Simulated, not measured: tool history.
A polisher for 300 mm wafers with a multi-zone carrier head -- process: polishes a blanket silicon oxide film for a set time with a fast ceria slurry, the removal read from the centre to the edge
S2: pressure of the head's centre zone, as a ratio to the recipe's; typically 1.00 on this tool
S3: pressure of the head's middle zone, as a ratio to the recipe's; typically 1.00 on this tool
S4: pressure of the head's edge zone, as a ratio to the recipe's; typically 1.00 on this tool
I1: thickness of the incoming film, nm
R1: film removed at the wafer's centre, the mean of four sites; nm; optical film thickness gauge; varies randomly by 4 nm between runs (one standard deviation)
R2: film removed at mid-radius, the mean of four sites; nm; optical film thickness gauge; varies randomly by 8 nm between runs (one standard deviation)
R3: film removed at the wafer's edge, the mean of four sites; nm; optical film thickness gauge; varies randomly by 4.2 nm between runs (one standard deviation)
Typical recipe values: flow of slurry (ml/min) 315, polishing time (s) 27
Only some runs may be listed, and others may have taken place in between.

{"run": 1, "hour": 0.0, "flow of slurry (ml/min)": 315, "S2": 1.0, "S3": 1.0, "S4": 1.0, "polishing time (s)": 27, "I1": 1607.8, "R1": 570.5, "R2": 562.4, "R3": 559.5}
{"hour": 18.9, "done": "carrier head's membrane replaced by a new one"}
{"run": 2, "hour": 19.4, "flow of slurry (ml/min)": 315, "S2": 1.0, "S3": 0.97, "S4": 1.0, "polishing time (s)": 27, "I1": 1598.3, "R1": 560.6, "R2": 550.4, "R3": 548.8}
{"run": 3, "hour": 29.0, "flow of slurry (ml/min)": 315, "S2": 1.0, "S3": 1.0, "S4": 1.0, "polishing time (s)": 27, "I1": 1588.4, "R1": 560.7, "R2": 553.9, "R3": 555.7}
{"hour": 52.4, "done": "worn pad replaced by a new one"}
{"run": 4, "hour": 52.9, "flow of slurry (ml/min)": 315, "S2": 1.08, "S3": 1.06, "S4": 1.0, "polishing time (s)": 25, "I1": 1598.8, "R1": 591.1, "R2": 556.2, "R3": 539.5}
{"hour": 66.7, "done": "edge zone pressure recalibrated"}
{"run": 5, "hour": 79.6, "flow of slurry (ml/min)": 315, "S2": 0.94, "S3": 1.0, "S4": 0.95, "polishing time (s)": 27, "I1": 1600.8, "R1": 552.8, "R2": 571.6, "R3": 573.8}
{"run": 6, "hour": 94.8, "flow of slurry (ml/min)": 315, "S2": 0.93, "S3": 1.0, "S4": 1.0, "polishing time (s)": 19, "I1": 1600.4, "R1": 383.6, "R2": 412.1, "R3": 408.5}
{"run": 7, "hour": 108.6, "flow of slurry (ml/min)": 275, "S2": 0.89, "S3": 0.9, "S4": 1.06, "polishing time (s)": 27, "I1": 1600.4, "R1": 510.9, "R2": 510.8, "R3": 590.9}
{"run": 8, "hour": 120.9, "flow of slurry (ml/min)": 315, "S2": 1.0, "S3": 0.91, "S4": 1.0, "polishing time (s)": 27, "I1": 1595.1, "R1": 580.4, "R2": 525.9, "R3": 587.1}
{"run": 9, "hour": 147.4, "flow of slurry (ml/min)": 375, "S2": 1.0, "S3": 1.0, "S4": 1.0, "polishing time (s)": 21, "I1": 1599.6, "R1": 452.9, "R2": 449.7, "R3": 450.3}
{"run": 10, "hour": 176.2, "flow of slurry (ml/min)": 230, "S2": 1.1, "S3": 1.1, "S4": 1.0, "polishing time (s)": 27, "I1": 1594.1, "R1": 596.6, "R2": 595.7, "R3": 553.7}
{"run": 11, "hour": 199.6, "flow of slurry (ml/min)": 230, "S2": 0.93, "S3": 1.0, "S4": 0.92, "polishing time (s)": 27, "I1": 1616.3, "R1": 503.6, "R2": 529.0, "R3": 527.7}
{"run": 12, "hour": 227.9, "flow of slurry (ml/min)": 315, "S2": 0.93, "S3": 1.1, "S4": 1.04, "polishing time (s)": 27, "I1": 1607.1, "R1": 515.3, "R2": 595.7, "R3": 552.4}
{"hour": 236.8, "done": "worn pad replaced by a new one"}
{"run": 13, "hour": 257.1, "flow of slurry (ml/min)": 315, "S2": 1.07, "S3": 1.0, "S4": 1.09, "polishing time (s)": 27, "I1": 1595.7, "R1": 621.2, "R2": 588.0, "R3": 604.6}
{"run": 14, "hour": 274.4, "flow of slurry (ml/min)": 315, "S2": 1.0, "S3": 1.0, "S4": 1.0, "polishing time (s)": 27, "I1": 1605.0, "R1": 576.3, "R2": 585.8, "R3": 579.0}
{"run": 15, "hour": 295.2, "flow of slurry (ml/min)": 315, "S2": 1.0, "S3": 1.0, "S4": 1.0, "polishing time (s)": 27, "I1": 1573.2, "R1": 575.6, "R2": 575.5, "R3": 578.8}
{"run": 16, "hour": 317.5, "flow of slurry (ml/min)": 315, "S2": 1.07, "S3": 1.0, "S4": 1.0, "polishing time (s)": 27, "I1": 1604.0, "R1": 608.7, "R2": 574.6, "R3": 575.2}
{"run": 17, "hour": 350.7, "flow of slurry (ml/min)": 210, "S2": 1.0, "S3": 1.0, "S4": 0.92, "polishing time (s)": 27, "I1": 1607.3, "R1": 529.1, "R2": 538.1, "R3": 528.1}
{"run": 18, "hour": 372.9, "flow of slurry (ml/min)": 315, "S2": 1.0, "S3": 1.0, "S4": 1.0, "polishing time (s)": 27, "I1": 1575.1, "R1": 558.7, "R2": 557.8, "R3": 553.2}
{"run": 19, "hour": 407.0, "flow of slurry (ml/min)": 275, "S2": 1.11, "S3": 1.0, "S4": 0.89, "polishing time (s)": 20, "I1": 1582.3, "R1": 440.3, "R2": 405.4, "R3": 381.4}
{"hour": 414.7, "done": "worn pad replaced by a new one"}
{"run": 20, "hour": 419.8, "flow of slurry (ml/min)": 270, "S2": 1.0, "S3": 1.05, "S4": 1.0, "polishing time (s)": 27, "I1": 1605.0, "R1": 574.6, "R2": 593.0, "R3": 573.6}
{"run": 21, "hour": 452.2, "flow of slurry (ml/min)": 415, "S2": 1.06, "S3": 1.0, "S4": 1.0, "polishing time (s)": 27, "I1": 1565.0, "R1": 631.6, "R2": 611.4, "R3": 595.9}

Consider 5 possible next runs. They are alternatives, not a sequence: every one starts from the tool as it was left by run 21. What does each give?
{"run": "A", "hour": 452.6, "flow of slurry (ml/min)": 315, "S2": 1.0, "S3": 1.0, "S4": 0.96, "polishing time (s)": 27, "I1": 1622.6, "R1": "?", "R2": "?", "R3": "?"}
{"run": "B", "hour": 452.6, "flow of slurry (ml/min)": 315, "S2": 1.08, "S3": 0.91, "S4": 0.97, "polishing time (s)": 32, "I1": 1622.6, "R1": "?", "R2": "?", "R3": "?"}
{"run": "C", "hour": 452.6, "flow of slurry (ml/min)": 365, "S2": 1.0, "S3": 1.0, "S4": 1.0, "polishing time (s)": 24, "I1": 1622.6, "R1": "?", "R2": "?", "R3": "?"}
{"run": "D", "hour": 452.6, "flow of slurry (ml/min)": 315, "S2": 1.0, "S3": 0.94, "S4": 1.0, "polishing time (s)": 27, "I1": 1622.6, "R1": "?", "R2": "?", "R3": "?"}
{"run": "E", "hour": 452.6, "flow of slurry (ml/min)": 265, "S2": 0.93, "S3": 1.0, "S4": 1.0, "polishing time (s)": 27, "I1": 1622.6, "R1": "?", "R2": "?", "R3": "?"}

run=A R1=575.6 R2=583.0 R3=574.3
run=B R1=735.4 R2=638.2 R3=683.7
run=C R1=519.3 R2=525.2 R3=522.7
run=D R1=575.4 R2=553.4 R3=582.4
run=E R1=524.9 R2=572.2 R3=573.6
The same runs, with their run-to-run variation unchanged, on a tool lacking any hidden condition would have given:
run=A R1=598.4 R2=585.6 R3=577.0
run=B R1=764.3 R2=641.0 R3=686.9
run=C R1=539.8 R2=527.5 R3=525.1
run=D R1=598.1 R2=555.9 R3=585.1
run=E R1=545.8 R2=574.8 R3=576.3
